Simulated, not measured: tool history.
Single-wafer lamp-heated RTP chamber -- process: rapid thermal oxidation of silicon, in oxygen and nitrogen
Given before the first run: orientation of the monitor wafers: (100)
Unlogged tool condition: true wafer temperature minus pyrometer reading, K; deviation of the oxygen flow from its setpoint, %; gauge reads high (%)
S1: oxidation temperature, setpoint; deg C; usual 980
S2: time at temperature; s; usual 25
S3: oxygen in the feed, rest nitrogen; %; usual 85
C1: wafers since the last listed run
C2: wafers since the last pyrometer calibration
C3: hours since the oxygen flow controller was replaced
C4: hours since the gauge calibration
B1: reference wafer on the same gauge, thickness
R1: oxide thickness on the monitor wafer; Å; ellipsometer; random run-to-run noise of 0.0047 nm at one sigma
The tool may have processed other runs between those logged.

Run 1, day 0.000: usual settings; C1 0; C2 5973; C3 4933.9; C4 34.7; B1 3.019. Result: R1 33.00 Å.
Run 2, day 0.642: usual settings; C1 117; C2 6091; C3 4949.3; C4 50.1; B1 3.021. Result: R1 32.96 Å.
Run 3, day 1.225: usual settings; C1 106; C2 6198; C3 4963.3; C4 64.1; B1 3.022. Result: R1 32.98 Å.
Run 4, day 2.571: usual settings; C1 246; C2 6444; C3 4995.6; C4 96.4; B1 3.020. Result: R1 33.05 Å.
Run 5, day 3.204: usual settings; C1 116; C2 6561; C3 5010.8; C4 111.6; B1 3.020. Result: R1 33.03 Å.
Run 6, day 3.517: usual settings; C1 57; C2 6618; C3 5018.3; C4 119.1; B1 3.020. Result: R1 33.01 Å.
Run 7, day 4.012: usual settings; C1 90; C2 6709; C3 5030.2; C4 131.0; B1 3.021. Result: R1 33.08 Å.
Run 8, day 4.583: usual settings but S2 30 s; C1 104; C2 6813; C3 5043.9; C4 144.7; B1 3.020. Result: R1 35.34 Å.
At day 5.146: oxygen flow controller replaced.
Run 9, day 5.179: usual settings but S2 30 s; C1 48; C2 6861; C3 0.8; C4 159.0; B1 3.020. Result: R1 35.40 Å.
Run 10, day 5.638: usual settings but S1 1002 deg C, S2 34 s; C1 83; C2 6945; C3 11.8; C4 170.0; B1 3.022. Result: R1 43.25 Å.
At day 5.925: gauge calibrated.
Run 11, day 6.012: usual settings but S1 995 deg C, S3 64 %; C1 68; C2 7014; C3 20.8; C4 2.1; B1 3.020. Result: R1 33.36 Å.
At day 6.708: pyrometer window cleaned and pyrometer calibrated.
Run 12, day 6.729: usual settings; C1 70; C2 4; C3 38.0; C4 19.3; B1 3.020. Result: R1 31.59 Å.
Run 13, day 7.204: usual settings but S2 19 s, S3 98 %; C1 87; C2 91; C3 49.4; C4 30.7; B1 3.021. Result: R1 29.94 Å.
Run 14, day 7.725: usual settings but S2 17 s; C1 95; C2 186; C3 61.9; C4 43.2; B1 3.021. Result: R1 27.99 Å.
Run 15, day 8.400: usual settings but S1 959 deg C, S3 60 %; C1 123; C2 310; C3 78.1; C4 59.4; B1 3.021. Result: R1 26.14 Å.
Run 16, day 8.854: usual settings; C1 83; C2 393; C3 89.0; C4 70.3; B1 3.020. Result: R1 31.91 Å.
Run 17, day 9.121: usual settings but S2 28 s; C1 48; C2 442; C3 95.4; C4 76.7; B1 3.020. Result: R1 33.30 Å.
Run 18, day 9.438: usual settings but S1 968 deg C, S3 72 %; C1 58; C2 500; C3 103.0; C4 84.3; B1 3.019. Result: R1 28.48 Å.

4 options for the next run, each taken on its own from the tool as it stands now. Forecast them:
Run A, day 9.458: usual settings; C1 3; C2 504; C3 103.5; C4 84.8; B1 ?. Result: R1 ?.
Run B, day 9.458: usual settings but S2 31 s, S3 69 %; C1 3; C2 504; C3 103.5; C4 84.8; B1 ?. Result: R1 ?.
Run C, day 9.458: usual settings but S3 56 %; C1 3; C2 504; C3 103.5; C4 84.8; B1 ?. Result: R1 ?.
Run D, day 9.458: usual settings but S1 964 deg C, S2 20 s, S3 68 %; C1 3; C2 504; C3 103.5; C4 84.8; B1 ?. Result: R1 ?.

run     B1     R1
  A  3.020  31.96
  B  3.020  32.56
  C  3.020  28.62
  D  3.020  25.78
Stripped of hidden state, with their random variation kept, the same runs would have yielded:
run     R1
  A  31.63
  B  32.22
  C  28.36
  D  25.58

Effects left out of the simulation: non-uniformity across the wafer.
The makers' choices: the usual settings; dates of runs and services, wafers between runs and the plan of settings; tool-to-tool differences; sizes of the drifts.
